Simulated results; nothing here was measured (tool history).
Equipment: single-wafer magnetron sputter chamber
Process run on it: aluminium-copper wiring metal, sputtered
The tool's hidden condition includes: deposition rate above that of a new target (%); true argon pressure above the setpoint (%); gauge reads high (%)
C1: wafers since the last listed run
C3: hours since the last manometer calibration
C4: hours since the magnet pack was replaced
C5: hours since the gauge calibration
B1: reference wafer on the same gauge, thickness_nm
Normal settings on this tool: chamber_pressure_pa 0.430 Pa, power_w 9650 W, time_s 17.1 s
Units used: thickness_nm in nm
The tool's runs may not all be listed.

Run 1, hour 0.0: usual settings; C1 0; wafers on the sputter target 4613; C3 445.5; C4 9210.7; C5 403.3; B1 275.930. Result: thickness_nm 269.551 nm.
Run 2, hour 57.0: usual settings; C1 1000; wafers on the sputter target 5613; C3 502.5; C4 9267.7; C5 460.3; B1 275.878. Result: thickness_nm 268.182 nm.
At hour 78.4: sputter target and shields replaced.
Run 3, hour 104.8: usual settings; C1 698; wafers on the sputter target 463; C3 550.3; C4 9315.5; C5 508.1; B1 275.941. Result: thickness_nm 274.890 nm.
Run 4, hour 147.7: usual settings; C1 752; wafers on the sputter target 1216; C3 593.2; C4 9358.4; C5 551.0; B1 276.016. Result: thickness_nm 271.562 nm.
Run 5, hour 192.7: usual settings; C1 789; wafers on the sputter target 2005; C3 638.2; C4 9403.4; C5 596.0; B1 275.958. Result: thickness_nm 268.077 nm.
Run 6, hour 250.8: usual settings but time_s 16.3 s; C1 1019; wafers on the sputter target 3025; C3 696.3; C4 9461.5; C5 654.1; B1 275.802. Result: thickness_nm 257.005 nm.
Run 7, hour 309.9: usual settings; C1 1036; wafers on the sputter target 4062; C3 755.4; C4 9520.6; C5 713.2; B1 275.912. Result: thickness_nm 268.316 nm.
At hour 351.8: gauge calibrated.
Run 8, hour 378.8: usual settings; C1 1208; wafers on the sputter target 5270; C3 824.3; C4 9589.5; C5 27.0; B1 276.040. Result: thickness_nm 267.088 nm.
At hour 396.8: sputter target and shields replaced.
Run 9, hour 418.7: usual settings but power_w 11100 W; C1 559; wafers on the sputter target 383; C3 864.2; C4 9629.4; C5 66.9; B1 275.942. Result: thickness_nm 313.059 nm.
Run 10, hour 464.3: usual settings but chamber_pressure_pa 0.361 Pa; C1 800; wafers on the sputter target 1183; C3 909.8; C4 9675.0; C5 112.5; B1 275.648. Result: thickness_nm 283.124 nm.
Run 11, hour 491.4: usual settings but power_w 8000 W; C1 475; wafers on the sputter target 1659; C3 936.9; C4 9702.1; C5 139.6; B1 276.304. Result: thickness_nm 229.115 nm.
Run 12, hour 544.8: usual settings but power_w 8000 W; C1 936; wafers on the sputter target 2596; C3 990.3; C4 9755.5; C5 193.0; B1 276.275. Result: thickness_nm 227.386 nm.
Run 13, hour 583.4: usual settings but chamber_pressure_pa 0.320 Pa; C1 677; wafers on the sputter target 3273; C3 1028.9; C4 9794.1; C5 231.6; B1 276.031. Result: thickness_nm 290.815 nm.
At hour 615.3: magnet pack replaced.
Run 14, hour 619.7: usual settings; C1 496; wafers on the sputter target 3769; C3 1065.2; C4 4.4; C5 267.9; B1 276.254. Result: thickness_nm 271.139 nm.
Run 15, hour 667.0: usual settings but chamber_pressure_pa 0.475 Pa, power_w 12000 W, time_s 13.7 s; C1 829; wafers on the sputter target 4599; C3 1112.5; C4 51.7; C5 315.2; B1 276.171. Result: thickness_nm 257.216 nm.
Run 16, hour 701.2: usual settings but chamber_pressure_pa 0.492 Pa, power_w 11950 W, time_s 20.3 s; C1 600; wafers on the sputter target 5199; C3 1146.7; C4 85.9; C5 349.4; B1 275.954. Result: thickness_nm 372.948 nm.
At hour 710.3: sputter target and shields replaced.
Run 17, hour 753.6: usual settings but chamber_pressure_pa 0.332 Pa, time_s 18.4 s; C1 778; wafers on the sputter target 760; C3 1199.1; C4 138.3; C5 401.8; B1 275.894. Result: thickness_nm 313.071 nm.

Expected results for the next run?
Run 18, hour 954.4: usual settings but chamber_pressure_pa 0.385 Pa, time_s 20.1 s; C1 3522; wafers on the sputter target 4283; C3 1399.9; C4 339.1; C5 602.6; B1 ?. Result: thickness_nm ?.

B1: 275.772
thickness_nm: 324.689 nm
With the hidden condition absent and the run-to-run variation left alone, this run would have shown thickness_nm 331.863 nm.

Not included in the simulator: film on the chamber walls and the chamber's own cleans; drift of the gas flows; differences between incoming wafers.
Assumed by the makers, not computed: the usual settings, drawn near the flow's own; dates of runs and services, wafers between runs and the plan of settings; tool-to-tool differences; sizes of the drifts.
